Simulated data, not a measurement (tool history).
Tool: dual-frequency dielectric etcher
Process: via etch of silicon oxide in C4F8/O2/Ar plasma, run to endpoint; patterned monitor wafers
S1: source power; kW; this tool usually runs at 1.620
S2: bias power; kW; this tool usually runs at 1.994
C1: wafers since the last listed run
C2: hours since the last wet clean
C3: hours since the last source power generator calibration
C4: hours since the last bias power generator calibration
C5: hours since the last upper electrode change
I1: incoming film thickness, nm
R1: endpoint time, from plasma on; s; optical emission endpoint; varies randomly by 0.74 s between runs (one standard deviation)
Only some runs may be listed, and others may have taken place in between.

run 1 day=0.000 | S1=1.500 S2=2.358 | C1=0 C2=259.0 C3=2257.8 C4=3211.0 C5=4246.7 | I1=1129.7 | R1=236.5
run 2 day=0.733 | S1=1.500 S2=2.358 | C1=63 C2=276.6 C3=2275.4 C4=3228.6 C5=4264.3 | I1=1130.4 | R1=237.4
run 3 day=1.917 | S1=1.620 S2=1.994 | C1=102 C2=305.0 C3=2303.8 C4=3257.0 C5=4292.7 | I1=1138.8 | R1=243.9
run 4 day=2.850 | S1=1.620 S2=1.994 | C1=81 C2=327.4 C3=2326.2 C4=3279.4 C5=4315.1 | I1=1128.0 | R1=241.2
run 5 day=3.446 | S1=1.750 S2=1.994 | C1=51 C2=341.7 C3=2340.5 C4=3293.7 C5=4329.4 | I1=1147.5 | R1=235.3
run 6 day=4.633 | S1=1.750 S2=1.994 | C1=103 C2=370.2 C3=2369.0 C4=3322.2 C5=4357.9 | I1=1134.5 | R1=232.5
run 7 day=5.258 | S1=1.750 S2=1.994 | C1=54 C2=385.2 C3=2384.0 C4=3337.2 C5=4372.9 | I1=1127.9 | R1=230.1
run 8 day=6.608 | S1=1.840 S2=1.994 | C1=117 C2=417.6 C3=2416.4 C4=3369.6 C5=4405.3 | I1=1144.8 | R1=229.3
run 9 day=7.808 | S1=1.840 S2=1.994 | C1=104 C2=446.4 C3=2445.2 C4=3398.4 C5=4434.1 | I1=1129.0 | R1=225.4
run 10 day=8.775 | S1=1.620 S2=1.607 | C1=84 C2=469.6 C3=2468.4 C4=3421.6 C5=4457.3 | I1=1124.4 | R1=255.5
-- day=10.342 upper electrode replaced
run 11 day=10.362 | S1=1.620 S2=1.607 | C1=51 C2=507.7 C3=2506.5 C4=3459.7 C5=0.5 | I1=1150.1 | R1=261.9
run 12 day=10.379 | S1=1.620 S2=1.994 | C1=1 C2=508.1 C3=2506.9 C4=3460.1 C5=0.9 | I1=1148.0 | R1=240.6
run 13 day=11.162 | S1=1.620 S2=2.122 | C1=68 C2=526.9 C3=2525.7 C4=3478.9 C5=19.7 | I1=1132.9 | R1=234.3
-- day=12.229 bias power generator calibrated
-- day=12.825 wet clean of the chamber
run 14 day=12.846 | S1=1.620 S2=2.447 | C1=80 C2=0.5 C3=2566.1 C4=14.8 C5=60.1 | I1=1139.1 | R1=231.5
run 15 day=14.179 | S1=1.820 S2=2.468 | C1=115 C2=32.5 C3=2598.1 C4=46.8 C5=92.1 | I1=1127.9 | R1=217.0
run 16 day=15.246 | S1=1.890 S2=2.137 | C1=92 C2=58.1 C3=2623.7 C4=72.4 C5=117.7 | I1=1143.1 | R1=226.3
-- day=15.850 source power generator calibrated
run 17 day=16.400 | S1=1.390 S2=2.233 | C1=85 C2=85.8 C3=13.2 C4=100.1 C5=145.4 | I1=1133.9 | R1=256.6
run 18 day=17.817 | S1=1.620 S2=1.994 | C1=123 C2=119.8 C3=47.2 C4=134.1 C5=179.4 | I1=1142.1 | R1=246.9
run 19 day=19.079 | S1=1.300 S2=2.255 | C1=109 C2=150.1 C3=77.5 C4=164.4 C5=209.7 | I1=1137.1 | R1=263.6
run 20 day=19.825 | S1=1.620 S2=1.868 | C1=64 C2=168.0 C3=95.4 C4=182.3 C5=227.6 | I1=1140.5 | R1=253.1
run 21 day=21.096 | S1=1.620 S2=1.702 | C1=110 C2=198.5 C3=125.9 C4=212.8 C5=258.1 | I1=1139.1 | R1=259.6
run 22 day=22.058 | S1=1.730 S2=2.313 | C1=83 C2=221.6 C3=149.0 C4=235.9 C5=281.2 | I1=1141.0 | R1=226.0

List, for all runs, the conditions of the tool that the log does not record:
source power that arrives over what is set, %: 0 across all the runs
bias power that arrives over what is set, %: 0 across all the runs
H1: etch rate over this chamber's usual, %
run=1 H1=1.6
run=2 H1=1.7
run=3 H1=1.86
run=4 H1=1.98
run=5 H1=2.06
run=6 H1=2.21
run=7 H1=2.3
run=8 H1=2.47
run=9 H1=2.63
run=10 H1=2.76
run=11 H1=2.97
run=12 H1=2.97
run=13 H1=3.08
run=14 H1=-0.393
run=15 H1=-0.217
run=16 H1=-0.0764
run=17 H1=0.0759
run=18 H1=0.263
run=19 H1=0.429
run=20 H1=0.528
run=21 H1=0.695
run=22 H1=0.823

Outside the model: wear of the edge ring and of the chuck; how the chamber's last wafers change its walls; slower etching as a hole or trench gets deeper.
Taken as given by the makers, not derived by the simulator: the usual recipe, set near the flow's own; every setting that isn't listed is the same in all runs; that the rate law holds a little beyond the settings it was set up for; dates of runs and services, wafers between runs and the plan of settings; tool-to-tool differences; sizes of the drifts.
